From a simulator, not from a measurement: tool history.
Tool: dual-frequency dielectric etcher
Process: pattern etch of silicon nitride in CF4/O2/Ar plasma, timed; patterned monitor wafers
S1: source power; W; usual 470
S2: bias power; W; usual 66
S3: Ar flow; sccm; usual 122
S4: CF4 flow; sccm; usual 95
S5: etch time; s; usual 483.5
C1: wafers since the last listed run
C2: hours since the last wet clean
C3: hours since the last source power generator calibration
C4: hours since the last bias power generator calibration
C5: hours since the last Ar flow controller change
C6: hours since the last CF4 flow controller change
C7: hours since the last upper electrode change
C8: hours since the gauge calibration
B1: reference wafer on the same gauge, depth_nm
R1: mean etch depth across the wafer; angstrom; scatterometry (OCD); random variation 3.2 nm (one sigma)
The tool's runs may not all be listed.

run	hour	S1	S2	S3	S4	S5	C1	C2	C3	C4	C5	C6	C7	C8	B1	R1
1	0	470	66	122	95	483.5	0	376.7	2334.5	1203.9	4684.3	2349.8	2547.9	179.1	800.9	8968
2	12.5	470	66	122	95	483.5	46	389.2	2347	1216.4	4696.8	2362.3	2560.4	191.6	800.5	8964
3	23.1	470	66	122	95	483.5	39	399.8	2357.6	1227	4707.4	2372.9	2571	202.2	800.8	8964
4	30.7	470	66	122	95	483.5	28	407.4	2365.2	1234.6	4715	2380.5	2578.6	209.8	801.3	8892
5	41	470	66	122	95	483.5	38	417.7	2375.5	1244.9	4725.3	2390.8	2588.9	220.1	801.3	8897
# hour 51.4: gauge calibrated
6	56.4	470	66	122	95	483.5	56	433.1	2390.9	1260.3	4740.7	2406.2	2604.3	5	800.7	8868
# hour 61.6: source power generator calibrated
7	73.1	470	66	122	95	483.5	46	449.8	11.5	1277	4757.4	2422.9	2621	21.7	800.8	8978
8	82.8	470	66	122	95	483.5	35	459.5	21.2	1286.7	4767.1	2432.6	2630.7	31.4	801.2	8861
9	97.1	390	70	136	95	483.5	52	473.8	35.5	1301	4781.4	2446.9	2645	45.7	800.7	7863
10	114.9	510	60	122	105	589.5	65	491.6	53.3	1318.8	4799.2	2464.7	2662.8	63.5	801	11082
11	132.8	470	66	122	95	483.5	66	509.5	71.2	1336.7	4817.1	2482.6	2680.7	81.4	801.4	8840
# hour 165.6: Ar flow controller replaced
# hour 169.3: wet clean of the chamber
# hour 189.4: CF4 flow controller replaced
# hour 191.1: upper electrode replaced
# hour 192.7: bias power generator calibrated
12	193.2	380	66	99	95	483.5	153	23.9	131.6	0.5	27.6	3.8	2.1	141.8	800.4	8487
13	193.6	470	66	142	95	563	1	24.3	132	0.9	28	4.2	2.5	142.2	800	11252
14	194.1	500	51	96	95	431	1	24.8	132.5	1.4	28.5	4.7	3	142.7	801	8116
15	194.5	470	58	122	74	483.5	1	25.2	132.9	1.8	28.9	5.1	3.4	143.1	801.5	8645
16	195	470	72	122	95	483.5	1	25.7	133.4	2.3	29.4	5.6	3.9	143.6	800.5	10333
17	201.2	470	66	122	95	483.5	22	31.9	139.6	8.5	35.6	11.8	10.1	149.8	800.4	9870
18	208.3	440	66	138	95	483.5	26	39	146.7	15.6	42.7	18.9	17.2	156.9	801.7	9142
# hour 235.8: wet clean of the chamber, repeated, since the last time left the tool worse
19	236.3	470	66	122	95	483.5	14	0.5	174.7	43.6	70.7	46.9	45.2	184.9	800.7	9279
20	237	540	66	122	77	593	2	1.2	175.4	44.3	71.4	47.6	45.9	185.6	800.9	12174
21	253.9	560	71	122	95	483.5	62	18.1	192.3	61.2	88.3	64.5	62.8	202.5	801	11117
22	271	440	66	122	95	563.5	63	35.2	209.4	78.3	105.4	81.6	79.9	219.6	800.9	10192

3 ways to go on from here, each from the tool as it stands after run 22. What would each give?
A	271.6	470	66	122	95	483.5	2	35.8	210	78.9	106	82.2	80.5	220.2	?	?
B	271.6	470	66	106	111	483.5	2	35.8	210	78.9	106	82.2	80.5	220.2	?	?
C	271.6	390	72	122	104	483.5	2	35.8	210	78.9	106	82.2	80.5	220.2	?	?

run	B1	R1
A	800.5	9240
B	800.5	9618
C	800.5	8504
Without the tool's hidden state the same runs would have given:
run	R1
A	9206
B	9582
C	8472
